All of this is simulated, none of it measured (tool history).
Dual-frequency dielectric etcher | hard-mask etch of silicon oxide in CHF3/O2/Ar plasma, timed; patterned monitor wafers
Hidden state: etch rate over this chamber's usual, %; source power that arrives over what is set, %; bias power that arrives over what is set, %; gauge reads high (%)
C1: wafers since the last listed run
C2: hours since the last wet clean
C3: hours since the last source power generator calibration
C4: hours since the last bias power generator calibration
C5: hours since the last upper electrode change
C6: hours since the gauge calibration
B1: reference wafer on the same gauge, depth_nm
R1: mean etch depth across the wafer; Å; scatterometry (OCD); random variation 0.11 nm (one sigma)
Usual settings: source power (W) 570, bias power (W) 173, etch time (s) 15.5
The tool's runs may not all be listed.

run 1 day=0.000 | source_power_(W)=640 bias_power_(W)=173 etch_time_(s)=14.0 | C1=0 C2=377.5 C3=1153.2 C4=2324.2 C5=5679.9 C6=651.8 | B1=31.40 | R1=287.9
run 2 day=0.958 | source_power_(W)=540 bias_power_(W)=173 etch_time_(s)=15.5 | C1=323 C2=400.5 C3=1176.2 C4=2347.2 C5=5702.9 C6=674.8 | B1=31.36 | R1=293.5
run 3 day=1.725 | source_power_(W)=570 bias_power_(W)=173 etch_time_(s)=15.5 | C1=258 C2=418.9 C3=1194.6 C4=2365.6 C5=5721.3 C6=693.2 | B1=31.38 | R1=302.0
run 4 day=2.821 | source_power_(W)=570 bias_power_(W)=173 etch_time_(s)=15.5 | C1=369 C2=445.2 C3=1220.9 C4=2391.9 C5=5747.6 C6=719.5 | B1=31.42 | R1=301.2
run 5 day=3.879 | source_power_(W)=620 bias_power_(W)=173 etch_time_(s)=15.5 | C1=356 C2=470.6 C3=1246.3 C4=2417.3 C5=5773.0 C6=744.9 | B1=31.36 | R1=315.0
run 6 day=4.879 | source_power_(W)=630 bias_power_(W)=173 etch_time_(s)=15.5 | C1=337 C2=494.6 C3=1270.3 C4=2441.3 C5=5797.0 C6=768.9 | B1=31.38 | R1=315.7
run 7 day=6.208 | source_power_(W)=630 bias_power_(W)=173 etch_time_(s)=15.5 | C1=448 C2=526.5 C3=1302.2 C4=2473.2 C5=5828.9 C6=800.8 | B1=31.39 | R1=317.3
-- day=6.596 bias power generator calibrated
run 8 day=10.458 | source_power_(W)=570 bias_power_(W)=173 etch_time_(s)=13.5 | C1=1377 C2=628.5 C3=1404.2 C4=92.7 C5=5930.9 C6=902.8 | B1=31.39 | R1=263.8
run 9 day=11.617 | source_power_(W)=570 bias_power_(W)=173 etch_time_(s)=13.5 | C1=390 C2=656.3 C3=1432.0 C4=120.5 C5=5958.7 C6=930.6 | B1=31.42 | R1=264.6
-- day=12.683 upper electrode replaced
run 10 day=12.704 | source_power_(W)=570 bias_power_(W)=173 etch_time_(s)=15.5 | C1=29 C2=682.4 C3=1458.1 C4=146.6 C5=0.5 C6=956.7 | B1=31.40 | R1=302.3
-- day=14.104 wet clean of the chamber
run 11 day=14.125 | source_power_(W)=570 bias_power_(W)=173 etch_time_(s)=19.0 | C1=141 C2=0.5 C3=1492.2 C4=180.7 C5=34.6 C6=990.8 | B1=31.39 | R1=372.3
run 12 day=14.558 | source_power_(W)=520 bias_power_(W)=157 etch_time_(s)=15.5 | C1=146 C2=10.9 C3=1502.6 C4=191.1 C5=45.0 C6=1001.2 | B1=31.39 | R1=280.9
run 13 day=15.738 | source_power_(W)=460 bias_power_(W)=161 etch_time_(s)=17.0 | C1=397 C2=39.2 C3=1530.9 C4=219.4 C5=73.3 C6=1029.5 | B1=31.37 | R1=292.2
-- day=15.938 gauge calibrated
run 14 day=16.871 | source_power_(W)=700 bias_power_(W)=140 etch_time_(s)=15.5 | C1=382 C2=66.4 C3=1558.1 C4=246.6 C5=100.5 C6=22.4 | B1=31.39 | R1=319.5
run 15 day=17.508 | source_power_(W)=480 bias_power_(W)=173 etch_time_(s)=15.5 | C1=214 C2=81.7 C3=1573.4 C4=261.9 C5=115.8 C6=37.7 | B1=31.41 | R1=277.7
-- day=18.146 source power generator calibrated
run 16 day=18.671 | source_power_(W)=570 bias_power_(W)=173 etch_time_(s)=15.5 | C1=335 C2=109.6 C3=12.6 C4=289.8 C5=143.7 C6=65.6 | B1=31.41 | R1=290.8
run 17 day=19.383 | source_power_(W)=670 bias_power_(W)=198 etch_time_(s)=19.0 | C1=240 C2=126.7 C3=29.7 C4=306.9 C5=160.8 C6=82.7 | B1=31.42 | R1=398.6
run 18 day=20.738 | source_power_(W)=670 bias_power_(W)=198 etch_time_(s)=19.0 | C1=456 C2=159.2 C3=62.2 C4=339.4 C5=193.3 C6=115.2 | B1=31.39 | R1=396.9
run 19 day=22.433 | source_power_(W)=640 bias_power_(W)=133 etch_time_(s)=19.0 | C1=571 C2=199.9 C3=102.9 C4=380.1 C5=234.0 C6=155.9 | B1=31.39 | R1=350.0
run 20 day=23.904 | source_power_(W)=570 bias_power_(W)=173 etch_time_(s)=15.5 | C1=496 C2=235.2 C3=138.2 C4=415.4 C5=269.3 C6=191.2 | B1=31.39 | R1=289.5
run 21 day=25.262 | source_power_(W)=700 bias_power_(W)=140 etch_time_(s)=15.5 | C1=458 C2=267.8 C3=170.8 C4=448.0 C5=301.9 C6=223.8 | B1=31.39 | R1=301.4
-- day=25.496 source power generator calibrated, repeated, since the last time left the tool worse
run 22 day=26.396 | source_power_(W)=570 bias_power_(W)=144 etch_time_(s)=14.0 | C1=326 C2=295.0 C3=21.6 C4=475.2 C5=329.1 C6=251.0 | B1=31.39 | R1=259.5
run 23 day=26.908 | source_power_(W)=460 bias_power_(W)=193 etch_time_(s)=19.0 | C1=172 C2=307.3 C3=33.9 C4=487.5 C5=341.4 C6=263.3 | B1=31.40 | R1=338.0
run 24 day=27.438 | source_power_(W)=570 bias_power_(W)=213 etch_time_(s)=15.5 | C1=178 C2=320.0 C3=46.6 C4=500.2 C5=354.1 C6=276.0 | B1=31.40 | R1=317.6
run 25 day=28.796 | source_power_(W)=640 bias_power_(W)=156 etch_time_(s)=18.5 | C1=458 C2=352.6 C3=79.2 C4=532.8 C5=386.7 C6=308.6 | B1=31.43 | R1=367.8
run 26 day=29.608 | source_power_(W)=480 bias_power_(W)=140 etch_time_(s)=20.0 | C1=274 C2=372.1 C3=98.7 C4=552.3 C5=406.2 C6=328.1 | B1=31.39 | R1=333.6
run 27 day=30.312 | source_power_(W)=570 bias_power_(W)=213 etch_time_(s)=18.0 | C1=237 C2=389.0 C3=115.6 C4=569.2 C5=423.1 C6=345.0 | B1=31.39 | R1=367.8
run 28 day=31.712 | source_power_(W)=630 bias_power_(W)=213 etch_time_(s)=18.0 | C1=472 C2=422.6 C3=149.2 C4=602.8 C5=456.7 C6=378.6 | B1=31.38 | R1=385.1
run 29 day=32.250 | source_power_(W)=570 bias_power_(W)=173 etch_time_(s)=15.5 | C1=181 C2=435.5 C3=162.1 C4=615.7 C5=469.6 C6=391.5 | B1=31.42 | R1=299.9

Forecast each of these 5 alternatives for the next run:
run A day=32.267 | source_power_(W)=570 bias_power_(W)=173 etch_time_(s)=15.5 | C1=5 C2=435.9 C3=162.5 C4=616.1 C5=470.0 C6=391.9 | B1=? | R1=?
run B day=32.267 | source_power_(W)=630 bias_power_(W)=173 etch_time_(s)=12.5 | C1=5 C2=435.9 C3=162.5 C4=616.1 C5=470.0 C6=391.9 | B1=? | R1=?
run C day=32.267 | source_power_(W)=570 bias_power_(W)=146 etch_time_(s)=15.5 | C1=5 C2=435.9 C3=162.5 C4=616.1 C5=470.0 C6=391.9 | B1=? | R1=?
run D day=32.267 | source_power_(W)=660 bias_power_(W)=173 etch_time_(s)=15.5 | C1=5 C2=435.9 C3=162.5 C4=616.1 C5=470.0 C6=391.9 | B1=? | R1=?
run E day=32.267 | source_power_(W)=670 bias_power_(W)=155 etch_time_(s)=12.5 | C1=5 C2=435.9 C3=162.5 C4=616.1 C5=470.0 C6=391.9 | B1=? | R1=?

run=A B1=31.38 R1=297.8
run=B B1=31.38 R1=252.2
run=C B1=31.38 R1=285.1
run=D B1=31.38 R1=319.8
run=E B1=31.38 R1=252.5
Without the tool's hidden state the same runs would have given:
run=A R1=297.3
run=B R1=251.7
run=C R1=284.5
run=D R1=319.2
run=E R1=252.0

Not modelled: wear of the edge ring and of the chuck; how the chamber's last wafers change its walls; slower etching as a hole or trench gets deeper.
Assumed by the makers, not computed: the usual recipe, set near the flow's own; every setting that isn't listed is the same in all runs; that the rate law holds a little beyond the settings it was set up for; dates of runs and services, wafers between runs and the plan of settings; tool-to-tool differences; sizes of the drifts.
